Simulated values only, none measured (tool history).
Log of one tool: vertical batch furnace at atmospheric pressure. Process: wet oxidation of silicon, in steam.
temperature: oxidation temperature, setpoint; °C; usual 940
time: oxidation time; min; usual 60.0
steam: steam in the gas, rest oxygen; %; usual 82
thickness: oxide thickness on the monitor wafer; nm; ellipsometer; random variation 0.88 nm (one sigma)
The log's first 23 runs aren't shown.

| run | hour | temperature | time | steam | read-back reference wafer on the same gauge, thickness | thickness |
|---|---|---|---|---|---|---|
| 24 | 556.8 | 957 | 73.0 | 82 | 178.89 | 305.02 |
|  | 594.7 | steam generator serviced |
| 25 | 595.2 | 940 | 39.5 | 82 | 179.12 | 157.27 |
| 26 | 601.9 | 940 | 60.0 | 82 | 179.01 | 222.24 |
| 27 | 616.4 | 940 | 60.0 | 76 | 178.99 | 210.60 |
| 28 | 639.3 | 940 | 60.0 | 82 | 178.94 | 222.52 |
| 29 | 675.1 | 940 | 37.0 | 92 | 179.10 | 165.19 |
| 30 | 687.1 | 918 | 88.0 | 75 | 178.97 | 227.72 |
| 31 | 700.3 | 940 | 60.0 | 82 | 179.01 | 224.16 |
| 32 | 714.6 | 940 | 60.0 | 82 | 178.92 | 224.35 |
| 33 | 745.6 | 940 | 60.0 | 82 | 178.90 | 223.04 |
| 34 | 773.6 | 961 | 77.0 | 82 | 179.08 | 328.97 |
| 35 | 789.9 | 961 | 70.5 | 77 | 179.02 | 294.32 |

Run 36 comes next. What will it give?
| 36 | 805.2 | 924 | 42.5 | 87 | ? | ? |

{"run 36": {"read-back reference wafer on the same gauge, thickness": 179.01, "thickness": 151.49}}
Without the tool's hidden state the same run would have given thickness 147.84 nm.
